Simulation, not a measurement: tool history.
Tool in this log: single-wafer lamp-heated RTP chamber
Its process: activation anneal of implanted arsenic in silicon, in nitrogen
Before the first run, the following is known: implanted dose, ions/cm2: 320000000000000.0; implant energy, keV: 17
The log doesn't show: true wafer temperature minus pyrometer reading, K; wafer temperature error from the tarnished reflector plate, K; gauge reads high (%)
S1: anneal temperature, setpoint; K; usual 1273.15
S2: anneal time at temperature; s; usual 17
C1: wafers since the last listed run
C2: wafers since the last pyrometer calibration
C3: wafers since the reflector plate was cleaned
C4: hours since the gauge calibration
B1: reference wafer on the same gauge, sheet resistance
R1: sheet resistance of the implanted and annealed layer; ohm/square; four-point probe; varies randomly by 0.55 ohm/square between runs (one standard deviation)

| run | day | S1 | S2 | C1 | C2 | C3 | C4 | B1 | R1 |
|---|---|---|---|---|---|---|---|---|---|
| 1 | 0 | 1291.15 | 25 | 0 | 1708 | 4667 | 470.7 | 296.91 | 351.61 |
| 2 | 0.633 | 1273.15 | 12 | 210 | 1919 | 4878 | 485.9 | 296.69 | 360.17 |
| 3 | 1.142 | 1273.15 | 12 | 169 | 2088 | 5047 | 498.1 | 297.02 | 359.37 |
| 4 | 1.442 | 1273.15 | 12 | 99 | 2188 | 5147 | 505.3 | 296.96 | 359.88 |
| 5 | 1.783 | 1273.15 | 17 | 113 | 2302 | 5261 | 513.5 | 296.93 | 358.25 |
| 6 | 2.475 | 1273.15 | 17 | 230 | 2532 | 5491 | 530.1 | 296.52 | 357.73 |
| 7 | 2.954 | 1267.15 | 17 | 159 | 2692 | 5651 | 541.6 | 296.6 | 358.75 |
| 8 | 3.55 | 1273.15 | 23 | 198 | 2890 | 5849 | 555.9 | 296.56 | 356.54 |
| 9 | 4.242 | 1273.15 | 23 | 230 | 3120 | 6079 | 572.5 | 296.73 | 356.64 |
|  | 4.525 | gauge calibrated |
| 10 | 4.925 | 1255.15 | 17 | 227 | 3348 | 6307 | 9.6 | 302.49 | 365.66 |
| 11 | 5.571 | 1255.15 | 17 | 214 | 3563 | 6522 | 25.1 | 302.05 | 365.96 |
| 12 | 6.262 | 1273.15 | 17 | 230 | 3793 | 6752 | 41.7 | 301.53 | 363.7 |
| 13 | 6.892 | 1273.15 | 10 | 209 | 4002 | 6961 | 56.8 | 301.3 | 367.02 |
|  | 7.442 | reflector plate cleaned |
|  | 7.808 | pyrometer window cleaned and pyrometer calibrated |
| 14 | 7.829 | 1273.15 | 23 | 90 | 7 | 17 | 79.3 | 300.89 | 361.56 |
| 15 | 7.842 | 1273.15 | 17 | 4 | 11 | 21 | 79.6 | 300.92 | 362.79 |
| 16 | 8.033 | 1273.15 | 17 | 63 | 75 | 85 | 84.2 | 300.82 | 362.64 |
| 17 | 8.458 | 1273.15 | 13 | 141 | 216 | 226 | 94.4 | 300.94 | 363.72 |
| 18 | 8.875 | 1273.15 | 17 | 138 | 355 | 365 | 104.4 | 300.61 | 362.51 |
| 19 | 9.588 | 1256.15 | 14 | 237 | 592 | 602 | 121.5 | 300.31 | 364.74 |
| 20 | 11.371 | 1273.15 | 17 | 593 | 1185 | 1196 | 164.3 | 299.67 | 360.94 |
| 21 | 11.925 | 1273.15 | 26 | 184 | 1370 | 1380 | 177.6 | 299.59 | 358.98 |
| 22 | 12.521 | 1299.15 | 10 | 198 | 1568 | 1578 | 191.9 | 299.18 | 361.53 |
| 23 | 13.104 | 1302.15 | 8 | 194 | 1762 | 1773 | 205.9 | 299.38 | 362.52 |
| 24 | 13.638 | 1273.15 | 14 | 177 | 1940 | 1950 | 218.7 | 299.02 | 362.49 |
| 25 | 14.025 | 1273.15 | 25 | 128 | 2069 | 2079 | 228 | 298.94 | 358.72 |
| 26 | 14.346 | 1273.15 | 17 | 106 | 2176 | 2186 | 235.7 | 298.94 | 359.63 |
| 27 | 14.712 | 1260.15 | 17 | 122 | 2298 | 2308 | 244.5 | 299.02 | 361.05 |

Run 28 comes next. What will it give?
| 28 | 15.175 | 1296.15 | 22 | 153 | 2452 | 2462 | 255.6 | ? | ? |

Run 28 yielded B1 298.9, R1 355 ohm/square.
Without the tool's hidden state the same run would have given R1 358.78 ohm/square.

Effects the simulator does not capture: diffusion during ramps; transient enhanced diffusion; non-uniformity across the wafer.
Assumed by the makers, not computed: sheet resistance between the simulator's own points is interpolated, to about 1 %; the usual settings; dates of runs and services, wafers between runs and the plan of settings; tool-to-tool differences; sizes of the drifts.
